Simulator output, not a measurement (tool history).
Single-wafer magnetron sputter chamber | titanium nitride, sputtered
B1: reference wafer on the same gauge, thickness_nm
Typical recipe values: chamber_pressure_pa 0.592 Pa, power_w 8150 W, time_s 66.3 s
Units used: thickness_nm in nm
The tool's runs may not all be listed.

Run 1, day 0.000: usual settings; B1 119.134. Result: thickness_nm 96.800 nm.
At day 0.338: sputter target and shields replaced.
Run 2, day 2.112: usual settings but chamber_pressure_pa 0.543 Pa, time_s 57.5 s; B1 119.103. Result: thickness_nm 88.805 nm.
Run 3, day 4.212: usual settings but chamber_pressure_pa 0.543 Pa, time_s 57.5 s; B1 118.732. Result: thickness_nm 88.113 nm.
Run 4, day 5.929: usual settings but time_s 75.0 s; B1 119.125. Result: thickness_nm 112.711 nm.
Run 5, day 8.238: usual settings but time_s 75.0 s; B1 118.776. Result: thickness_nm 111.493 nm.
At day 12.112: sputter target and shields replaced.
Run 6, day 14.767: usual settings; B1 118.944. Result: thickness_nm 101.016 nm.
Run 7, day 15.938: usual settings but chamber_pressure_pa 0.760 Pa, power_w 9200 W; B1 118.995. Result: thickness_nm 108.095 nm.
Run 8, day 21.142: usual settings but chamber_pressure_pa 0.760 Pa, power_w 9200 W; B1 119.181. Result: thickness_nm 106.157 nm.
At day 23.046: sputter target and shields replaced.
Run 9, day 23.508: usual settings; B1 119.008. Result: thickness_nm 100.333 nm.
Run 10, day 25.138: usual settings but power_w 6950 W; B1 118.925. Result: thickness_nm 85.852 nm.
Run 11, day 27.012: usual settings but power_w 6950 W; B1 118.939. Result: thickness_nm 85.180 nm.
Run 12, day 28.221: usual settings; B1 118.957. Result: thickness_nm 100.215 nm.
Run 13, day 30.642: usual settings but chamber_pressure_pa 0.728 Pa, power_w 6550 W, time_s 53.4 s; B1 119.095. Result: thickness_nm 61.924 nm.
At day 31.104: capacitance manometer re-zeroed and calibrated.
Run 14, day 32.229: usual settings; B1 119.064. Result: thickness_nm 97.753 nm.
At day 32.579: gauge calibrated.
At day 33.288: sputter target and shields replaced.
Run 15, day 34.029: usual settings but power_w 6950 W; B1 119.186. Result: thickness_nm 86.360 nm.
Run 16, day 35.842: usual settings but time_s 78.7 s; B1 118.848. Result: thickness_nm 120.629 nm.
Run 17, day 37.592: usual settings but chamber_pressure_pa 0.742 Pa, time_s 58.0 s; B1 118.853. Result: thickness_nm 84.502 nm.
Run 18, day 39.604: usual settings but chamber_pressure_pa 0.737 Pa, power_w 6100 W; B1 118.924. Result: thickness_nm 72.217 nm.
Run 19, day 42.179: usual settings but chamber_pressure_pa 0.689 Pa, power_w 7650 W; B1 119.120. Result: thickness_nm 89.549 nm.
At day 43.321: magnet pack replaced.
At day 44.675: sputter target and shields replaced.
Run 20, day 48.383: usual settings; B1 118.915. Result: thickness_nm 100.823 nm.
Run 21, day 50.608: usual settings but chamber_pressure_pa 0.478 Pa, power_w 6700 W, time_s 59.4 s; B1 118.949. Result: thickness_nm 76.615 nm.
Run 22, day 53.233: usual settings; B1 118.977. Result: thickness_nm 99.156 nm.
Run 23, day 54.446: usual settings but power_w 9850 W, time_s 57.8 s; B1 118.930. Result: thickness_nm 103.298 nm.
At day 56.233: sputter target and shields replaced.
Run 24, day 56.962: usual settings; B1 118.933. Result: thickness_nm 101.572 nm.

Estimate the outcome of run 25 from the log above:
Run 25, day 59.375: usual settings but power_w 6400 W; B1 ?. Result: thickness_nm ?.

B1: 118.840
thickness_nm: 79.233 nm
The same run, on a tool lacking any hidden state, would have yielded thickness_nm 79.568 nm.
